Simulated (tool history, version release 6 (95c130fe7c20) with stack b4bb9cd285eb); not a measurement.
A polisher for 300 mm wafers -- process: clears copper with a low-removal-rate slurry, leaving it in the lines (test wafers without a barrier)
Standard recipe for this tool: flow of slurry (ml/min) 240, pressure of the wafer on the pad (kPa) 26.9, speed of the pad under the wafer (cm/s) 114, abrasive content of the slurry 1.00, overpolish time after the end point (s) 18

| run | hour | flow of slurry (ml/min) | pressure of the wafer on the pad (kPa) | speed of the pad under the wafer (cm/s) | abrasive content of the slurry | overpolish time after the end point (s) | wafers since the last listed run | wafers polished on this pad | hours since the slurry nozzle was cleaned | hours since the head pressure was calibrated | hours since the slurry blender was calibrated | incoming thickness of the incoming film, nm | time until the end point was called (s) | dishing of a wide line in a test structure (nm) |
|---|---|---|---|---|---|---|---|---|---|---|---|---|---|---|
| 1 | 0.0 | 240 | 26.9 | 114 | 1.00 | 18 | 0 | 1005 | 403.5 | 140.1 | 147.0 | 336.4 | 76.5 | 46.2 |
|  | 78.0 | worn pad replaced by a new one |
| 2 | 82.2 | 240 | 26.9 | 114 | 1.00 | 18 | 519 | 28 | 485.7 | 222.3 | 229.2 | 331.7 | 77.6 | 44.9 |
| 3 | 123.8 | 240 | 26.9 | 114 | 1.00 | 18 | 276 | 304 | 527.3 | 263.9 | 270.8 | 333.0 | 76.4 | 44.9 |
|  | 197.3 | slurry blender recalibrated |
| 4 | 197.8 | 240 | 26.9 | 114 | 1.00 | 18 | 477 | 782 | 601.3 | 337.9 | 0.5 | 334.8 | 70.4 | 47.8 |
|  | 269.7 | slurry nozzle cleaned |
| 5 | 289.6 | 240 | 26.9 | 114 | 1.00 | 18 | 602 | 1384 | 19.9 | 429.7 | 92.3 | 329.9 | 73.0 | 46.3 |
|  | 307.1 | worn pad replaced by a new one |
| 6 | 390.4 | 240 | 26.9 | 114 | 1.00 | 16 | 642 | 553 | 120.7 | 530.5 | 193.1 | 336.1 | 79.6 | 41.8 |
|  | 398.7 | head pressure recalibrated |
|  | 483.5 | slurry blender recalibrated |
| 7 | 493.1 | 240 | 26.9 | 114 | 1.00 | 16 | 655 | 1208 | 223.4 | 94.4 | 9.6 | 331.6 | 73.1 | 44.0 |
| 8 | 547.3 | 240 | 26.9 | 114 | 1.00 | 16 | 359 | 1568 | 277.6 | 148.6 | 63.8 | 335.8 | 75.1 | 42.1 |
|  | 588.8 | worn pad replaced by a new one |
| 9 | 653.5 | 240 | 26.9 | 114 | 1.00 | 18 | 678 | 429 | 383.8 | 254.8 | 170.0 | 336.0 | 75.1 | 46.2 |
| 10 | 691.3 | 300 | 22.1 | 114 | 0.90 | 18 | 250 | 680 | 421.6 | 292.6 | 207.8 | 335.4 | 87.5 | 39.2 |
| 11 | 741.3 | 310 | 26.9 | 114 | 1.00 | 18 | 331 | 1012 | 471.6 | 342.6 | 257.8 | 336.1 | 75.9 | 46.0 |
|  | 823.8 | worn pad replaced by a new one |
| 12 | 844.0 | 240 | 26.9 | 140 | 1.10 | 23 | 655 | 133 | 574.3 | 445.3 | 360.5 | 336.3 | 62.3 | 67.3 |
|  | 866.2 | slurry blender recalibrated |
| 13 | 889.7 | 240 | 30.3 | 114 | 1.00 | 18 | 290 | 424 | 620.0 | 491.0 | 23.5 | 335.8 | 64.8 | 51.9 |
|  | 968.6 | slurry nozzle cleaned |
| 14 | 986.5 | 240 | 26.9 | 114 | 1.00 | 18 | 635 | 1060 | 17.9 | 587.8 | 120.3 | 331.5 | 72.9 | 47.0 |
| 15 | 1038.1 | 205 | 26.9 | 114 | 1.20 | 18 | 342 | 1402 | 69.5 | 639.4 | 171.9 | 338.3 | 77.0 | 47.1 |
|  | 1046.0 | worn pad replaced by a new one |
| 16 | 1111.2 | 240 | 26.9 | 114 | 1.00 | 18 | 458 | 433 | 142.6 | 712.5 | 245.0 | 334.9 | 76.7 | 45.0 |
|  | 1124.2 | head pressure recalibrated |
| 17 | 1157.2 | 240 | 26.9 | 114 | 1.20 | 14 | 292 | 725 | 188.6 | 33.0 | 291.0 | 335.4 | 75.1 | 37.5 |
|  | 1223.4 | slurry blender recalibrated |
| 18 | 1233.3 | 285 | 29.6 | 114 | 1.00 | 18 | 491 | 1217 | 264.7 | 109.1 | 9.9 | 333.7 | 65.3 | 53.6 |

4 ways to go on from here, each from the tool as it stands after run 18. What would each give?
| A | 1233.8 | 240 | 26.9 | 114 | 1.00 | 18 | 3 | 1220 | 265.2 | 109.6 | 10.4 | 337.9 | ? | ? |
| B | 1233.8 | 240 | 26.9 | 114 | 0.90 | 18 | 3 | 1220 | 265.2 | 109.6 | 10.4 | 337.9 | ? | ? |
| C | 1233.8 | 285 | 26.9 | 114 | 1.15 | 18 | 3 | 1220 | 265.2 | 109.6 | 10.4 | 337.9 | ? | ? |
| D | 1233.8 | 200 | 20.0 | 114 | 0.75 | 7 | 3 | 1220 | 265.2 | 109.6 | 10.4 | 337.9 | ? | ? |

| run | time until the end point was called (s) | dishing of a wide line in a test structure (nm) |
|---|---|---|
| A | 72.5 | 47.2 |
| B | 73.9 | 46.5 |
| C | 69.6 | 48.9 |
| D | 97.1 | 15.1 |
Take away the tool's hidden state, keep each run's random variation, and the runs would have read:
| run | time until the end point was called (s) | dishing of a wide line in a test structure (nm) |
|---|---|---|
| A | 71.5 | 47.8 |
| B | 72.9 | 47.0 |
| C | 68.7 | 49.5 |
| D | 95.8 | 15.3 |
